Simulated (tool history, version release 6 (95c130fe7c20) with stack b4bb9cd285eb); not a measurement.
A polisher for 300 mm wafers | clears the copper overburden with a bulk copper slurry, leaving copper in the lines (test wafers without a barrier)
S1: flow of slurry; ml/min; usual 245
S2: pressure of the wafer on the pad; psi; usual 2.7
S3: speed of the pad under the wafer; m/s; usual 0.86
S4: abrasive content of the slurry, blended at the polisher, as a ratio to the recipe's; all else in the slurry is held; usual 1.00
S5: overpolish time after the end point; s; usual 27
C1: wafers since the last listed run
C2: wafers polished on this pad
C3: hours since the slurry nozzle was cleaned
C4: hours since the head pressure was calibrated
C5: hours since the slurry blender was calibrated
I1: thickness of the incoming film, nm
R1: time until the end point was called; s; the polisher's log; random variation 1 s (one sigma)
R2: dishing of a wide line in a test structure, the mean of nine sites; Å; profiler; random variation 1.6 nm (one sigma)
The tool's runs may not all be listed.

| run | hour | S1 | S2 | S3 | S4 | S5 | C1 | C2 | C3 | C4 | C5 | I1 | R1 | R2 |
|---|---|---|---|---|---|---|---|---|---|---|---|---|---|---|
| 1 | 0.0 | 245 | 2.2 | 0.86 | 1.00 | 27 | 0 | 2029 | 243.8 | 943.4 | 242.7 | 546.1 | 84.5 | 962 |
| 2 | 27.9 | 245 | 2.7 | 0.86 | 1.00 | 27 | 197 | 2227 | 271.7 | 971.3 | 270.6 | 545.5 | 73.1 | 1054 |
|  | 68.0 | worn pad replaced by a new one |
| 3 | 92.9 | 245 | 2.7 | 0.86 | 1.00 | 27 | 432 | 176 | 336.7 | 1036.3 | 335.6 | 548.6 | 70.9 | 1095 |
|  | 141.6 | slurry blender recalibrated |
| 4 | 142.9 | 245 | 2.7 | 0.86 | 1.00 | 27 | 340 | 516 | 386.7 | 1086.3 | 1.3 | 555.3 | 67.6 | 1108 |
|  | 144.8 | slurry nozzle cleaned |
| 5 | 232.3 | 245 | 2.7 | 0.86 | 1.00 | 27 | 626 | 1142 | 87.5 | 1175.7 | 90.7 | 553.0 | 70.8 | 1081 |
| 6 | 298.1 | 300 | 2.7 | 0.86 | 1.00 | 27 | 466 | 1608 | 153.3 | 1241.5 | 156.5 | 549.9 | 68.9 | 1096 |
| 7 | 336.8 | 245 | 2.7 | 0.86 | 0.80 | 27 | 274 | 1882 | 192.0 | 1280.2 | 195.2 | 544.1 | 73.1 | 1058 |
| 8 | 407.6 | 245 | 2.7 | 0.86 | 0.80 | 27 | 501 | 2384 | 262.8 | 1351.0 | 266.0 | 546.1 | 78.9 | 1042 |
| 9 | 435.2 | 300 | 2.7 | 0.86 | 1.00 | 27 | 195 | 2579 | 290.4 | 1378.6 | 293.6 | 553.4 | 74.7 | 1079 |
|  | 448.0 | worn pad replaced by a new one |
| 10 | 504.2 | 245 | 2.7 | 1.06 | 1.00 | 27 | 460 | 397 | 359.4 | 1447.6 | 362.6 | 543.9 | 63.4 | 1131 |
| 11 | 571.2 | 185 | 3.3 | 1.04 | 1.00 | 35 | 474 | 872 | 426.4 | 1514.6 | 429.6 | 539.4 | 58.0 | 1408 |
|  | 606.6 | head pressure recalibrated |
|  | 611.8 | slurry blender recalibrated |
| 12 | 616.5 | 245 | 2.7 | 0.64 | 1.00 | 27 | 292 | 1165 | 471.7 | 9.9 | 4.7 | 542.6 | 81.5 | 957 |
|  | 652.2 | slurry nozzle cleaned |
| 13 | 684.9 | 245 | 2.9 | 0.86 | 1.00 | 38 | 477 | 1642 | 32.7 | 78.3 | 73.1 | 544.3 | 66.4 | 1347 |
| 14 | 718.1 | 245 | 2.7 | 1.12 | 1.00 | 27 | 235 | 1877 | 65.9 | 111.5 | 106.3 | 544.6 | 60.3 | 1193 |
| 15 | 753.6 | 290 | 2.7 | 1.06 | 0.75 | 27 | 251 | 2129 | 101.4 | 147.0 | 141.8 | 543.1 | 65.9 | 1126 |
|  | 810.7 | worn pad replaced by a new one |
| 16 | 824.6 | 185 | 2.7 | 0.96 | 1.25 | 33 | 474 | 98 | 172.4 | 218.0 | 212.8 | 549.8 | 61.4 | 1307 |
| 17 | 862.7 | 245 | 2.7 | 0.86 | 1.10 | 33 | 269 | 368 | 210.5 | 256.1 | 250.9 | 544.6 | 67.0 | 1221 |
| 18 | 909.8 | 245 | 2.1 | 0.56 | 1.00 | 27 | 333 | 701 | 257.6 | 303.2 | 298.0 | 554.0 | 109.4 | 824 |
| 19 | 942.4 | 245 | 3.4 | 0.86 | 1.00 | 27 | 230 | 932 | 290.2 | 335.8 | 330.6 | 540.9 | 60.6 | 1212 |
| 20 | 1014.3 | 245 | 2.2 | 0.86 | 1.25 | 27 | 509 | 1442 | 362.1 | 407.7 | 402.5 | 546.3 | 83.2 | 963 |
|  | 1033.9 | slurry nozzle cleaned |
|  | 1046.4 | slurry blender recalibrated |
| 21 | 1049.0 | 245 | 3.0 | 0.86 | 0.80 | 23 | 224 | 1666 | 15.1 | 442.4 | 2.6 | 551.1 | 70.5 | 978 |
| 22 | 1106.3 | 245 | 2.7 | 0.86 | 1.00 | 27 | 405 | 2072 | 72.4 | 499.7 | 59.9 | 548.4 | 72.5 | 1064 |
| 23 | 1171.4 | 245 | 3.0 | 0.86 | 1.00 | 27 | 461 | 2533 | 137.5 | 564.8 | 125.0 | 542.9 | 66.0 | 1161 |
|  | 1216.1 | worn pad replaced by a new one |
| 24 | 1230.3 | 245 | 2.7 | 0.86 | 1.00 | 27 | 388 | 100 | 196.4 | 623.7 | 183.9 | 553.7 | 67.7 | 1133 |
| 25 | 1266.1 | 245 | 2.7 | 0.86 | 1.00 | 27 | 253 | 354 | 232.2 | 659.5 | 219.7 | 547.5 | 67.5 | 1082 |
| 26 | 1296.0 | 245 | 2.7 | 1.14 | 1.00 | 27 | 211 | 566 | 262.1 | 689.4 | 249.6 | 547.1 | 59.2 | 1208 |
| 27 | 1345.8 | 245 | 2.7 | 0.94 | 1.15 | 41 | 352 | 918 | 311.9 | 739.2 | 299.4 | 545.5 | 66.9 | 1445 |
| 28 | 1377.1 | 245 | 3.2 | 0.60 | 1.00 | 27 | 221 | 1140 | 343.2 | 770.5 | 330.7 | 544.5 | 80.5 | 1026 |

4 ways to go on from here, each from the tool as it stands after run 28. What would each give?
| A | 1377.5 | 245 | 2.7 | 0.86 | 1.00 | 27 | 2 | 1143 | 343.6 | 770.9 | 331.1 | 550.8 | ? | ? |
| B | 1377.5 | 245 | 2.7 | 0.66 | 1.00 | 27 | 2 | 1143 | 343.6 | 770.9 | 331.1 | 550.8 | ? | ? |
| C | 1377.5 | 245 | 2.7 | 0.62 | 1.15 | 27 | 2 | 1143 | 343.6 | 770.9 | 331.1 | 550.8 | ? | ? |
| D | 1377.5 | 165 | 1.9 | 0.86 | 1.25 | 27 | 2 | 1143 | 343.6 | 770.9 | 331.1 | 550.8 | ? | ? |

| run | R1 | R2 |
|---|---|---|
| A | 73.2 | 1044 |
| B | 85.2 | 944 |
| C | 85.8 | 940 |
| D | 93.4 | 857 |
Without the tool's hidden state the same runs would have given:
| run | R1 | R2 |
|---|---|---|
| A | 64.0 | 1135 |
| B | 74.5 | 1032 |
| C | 75.0 | 1028 |
| D | 81.5 | 937 |
